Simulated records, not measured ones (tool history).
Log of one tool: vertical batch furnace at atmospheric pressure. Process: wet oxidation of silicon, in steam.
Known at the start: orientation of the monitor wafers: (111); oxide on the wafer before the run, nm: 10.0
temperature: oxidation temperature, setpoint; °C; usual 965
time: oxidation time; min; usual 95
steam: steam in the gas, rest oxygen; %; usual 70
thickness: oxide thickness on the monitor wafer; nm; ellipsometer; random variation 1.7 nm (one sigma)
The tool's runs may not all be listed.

| run | hour | temperature | time | steam | read-back reference wafer on the same gauge, thickness | thickness |
|---|---|---|---|---|---|---|
| 1 | 0 | 965 | 95 | 70 | 417.06 | 402.88 |
| 2 | 6.7 | 965 | 95 | 70 | 417.4 | 400.35 |
| 3 | 26.2 | 965 | 95 | 70 | 417.15 | 395.55 |
| 4 | 35.9 | 965 | 76.5 | 70 | 417.12 | 345.57 |
| 5 | 74.7 | 965 | 76.5 | 70 | 417.03 | 346.33 |
| 6 | 82.8 | 965 | 95 | 70 | 416.65 | 400.85 |
| 7 | 91.9 | 965 | 95 | 70 | 417 | 400.63 |
| 8 | 120.6 | 965 | 95 | 70 | 416.91 | 399.55 |
| 9 | 140.1 | 965 | 124 | 70 | 416.93 | 472.72 |
| 10 | 155 | 965 | 124 | 70 | 417.25 | 474.64 |
| 11 | 170 | 965 | 124 | 70 | 417.53 | 476.34 |
| 12 | 221.8 | 965 | 95 | 70 | 416.94 | 401.38 |
| 13 | 238 | 965 | 95 | 70 | 416.83 | 398.32 |
| 14 | 255.3 | 965 | 95 | 70 | 417.4 | 399.43 |
|  | 278.9 | gauge calibrated |
|  | 285.2 | steam generator serviced |
| 15 | 285.7 | 965 | 119.5 | 70 | 417.05 | 482.31 |
| 16 | 290.4 | 965 | 119.5 | 70 | 417.06 | 483.41 |
| 17 | 295.2 | 965 | 119.5 | 70 | 417.03 | 486.98 |
| 18 | 302.1 | 965 | 95 | 70 | 417.03 | 418.04 |
| 19 | 321.6 | 965 | 77 | 70 | 417.12 | 362.23 |
|  | 348.3 | thermocouples replaced and temperature profile calibrated |
| 20 | 348.8 | 990 | 134.5 | 70 | 416.95 | 592.39 |
| 21 | 357.1 | 965 | 95 | 70 | 416.63 | 416.16 |
| 22 | 364.3 | 965 | 95 | 70 | 416.46 | 415.1 |
| 23 | 371.2 | 965 | 95 | 70 | 417.21 | 417.96 |
| 24 | 384.7 | 965 | 95 | 70 | 417.14 | 414.38 |
| 25 | 403.2 | 944 | 81.5 | 78 | 417.13 | 347.38 |
| 26 | 422.9 | 941 | 95 | 70 | 417.19 | 346.82 |
| 27 | 434.7 | 965 | 95 | 58 | 416.98 | 363.27 |
| 28 | 451.5 | 965 | 95 | 70 | 417.09 | 413.52 |
| 29 | 461.2 | 949 | 95 | 70 | 416.83 | 368.9 |
| 30 | 471.8 | 977 | 119 | 79 | 417.13 | 552.16 |
| 31 | 483.5 | 965 | 95 | 70 | 417.04 | 410.47 |
| 32 | 499.9 | 957 | 95 | 70 | 416.93 | 388.31 |
| 33 | 510.5 | 984 | 72 | 78 | 416.84 | 417.53 |
| 34 | 524.6 | 965 | 95 | 74 | 416.79 | 425.37 |
| 35 | 533.8 | 973 | 120 | 74 | 416.67 | 516.95 |

5 ways to go on from here, each from the tool as it stands after run 35. What would each give?
| A | 538.6 | 965 | 74.5 | 70 | ? | ? |
| B | 538.6 | 965 | 54 | 79 | ? | ? |
| C | 538.6 | 965 | 74 | 62 | ? | ? |
| D | 538.6 | 981 | 111.5 | 74 | ? | ? |
| E | 538.6 | 965 | 136 | 77 | ? | ? |

| run | read-back reference wafer on the same gauge, thickness | thickness |
|---|---|---|
| A | 417.31 | 348.56 |
| B | 417.31 | 304.42 |
| C | 417.31 | 319.82 |
| D | 417.31 | 517.84 |
| E | 417.31 | 546.79 |
Without the tool's hidden state the same runs would have given:
| run | thickness |
|---|---|
| A | 358.07 |
| B | 312.89 |
| C | 328.66 |
| D | 530.88 |
| E | 560.75 |

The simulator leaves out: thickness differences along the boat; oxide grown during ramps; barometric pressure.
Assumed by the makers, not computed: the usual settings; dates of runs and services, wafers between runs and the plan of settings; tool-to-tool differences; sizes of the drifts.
